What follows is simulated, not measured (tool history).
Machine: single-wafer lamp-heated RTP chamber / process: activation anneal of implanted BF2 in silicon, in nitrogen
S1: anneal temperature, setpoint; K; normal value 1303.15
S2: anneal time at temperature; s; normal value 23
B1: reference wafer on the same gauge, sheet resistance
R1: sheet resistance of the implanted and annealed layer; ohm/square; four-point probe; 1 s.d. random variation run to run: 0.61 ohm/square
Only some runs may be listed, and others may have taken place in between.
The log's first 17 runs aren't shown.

run 18 hour=845.8 | S1=1292.15 S2=10 | B1=370.99 | R1=417.68
-- hour=870.2 reflector plate cleaned
run 19 hour=876 | S1=1279.15 S2=36 | B1=371.12 | R1=406.72
run 20 hour=945.1 | S1=1282.15 S2=28 | B1=371.03 | R1=408.88
run 21 hour=984.4 | S1=1315.15 S2=31 | B1=370.97 | R1=400.11
run 22 hour=1035.1 | S1=1303.15 S2=23 | B1=371 | R1=406.94
run 23 hour=1101.7 | S1=1289.15 S2=32 | B1=370.98 | R1=405.95
-- hour=1112.1 gauge calibrated
-- hour=1118.6 pyrometer window cleaned and pyrometer calibrated
run 24 hour=1165.8 | S1=1303.15 S2=23 | B1=371.12 | R1=408.08
run 25 hour=1205.4 | S1=1312.15 S2=10 | B1=370.95 | R1=415.16
run 26 hour=1261.8 | S1=1277.15 S2=18 | B1=371.07 | R1=416.48
-- hour=1283.9 reflector plate cleaned
run 27 hour=1317.1 | S1=1303.15 S2=23 | B1=370.99 | R1=406.38
run 28 hour=1386.1 | S1=1331.15 S2=36 | B1=371.01 | R1=392.92
run 29 hour=1444.2 | S1=1303.15 S2=23 | B1=371.06 | R1=407.36
run 30 hour=1480.2 | S1=1283.15 S2=18 | B1=370.96 | R1=415.06
run 31 hour=1532.8 | S1=1303.15 S2=30 | B1=371.06 | R1=402.78
run 32 hour=1586.6 | S1=1324.15 S2=30 | B1=370.92 | R1=395.3
-- hour=1636.3 pyrometer window cleaned and pyrometer calibrated
run 33 hour=1636.8 | S1=1303.15 S2=23 | B1=370.98 | R1=409.14
run 34 hour=1688.3 | S1=1287.15 S2=14 | B1=370.88 | R1=416.39
-- hour=1733 reflector plate cleaned
run 35 hour=1733.5 | S1=1328.15 S2=36 | B1=371.01 | R1=393.93
run 36 hour=1931.8 | S1=1289.15 S2=34 | B1=370.98 | R1=405.04
run 37 hour=1964.1 | S1=1286.15 S2=27 | B1=371.05 | R1=408.88

Each row is a separate what-if for the run after 37, all from the same tool condition, not one after another. Results?
run A hour=1964.5 | S1=1291.15 S2=23 | B1=? | R1=?
run B hour=1964.5 | S1=1288.15 S2=32 | B1=? | R1=?
run C hour=1964.5 | S1=1283.15 S2=23 | B1=? | R1=?

run=A B1=371.11 R1=409.52
run=B B1=371.11 R1=406.07
run=C B1=371.11 R1=411.51
With the hidden condition removed and each run's random variation left untouched, the same runs would have given:
run=A R1=410.58
run=B R1=407.25
run=C R1=412.68
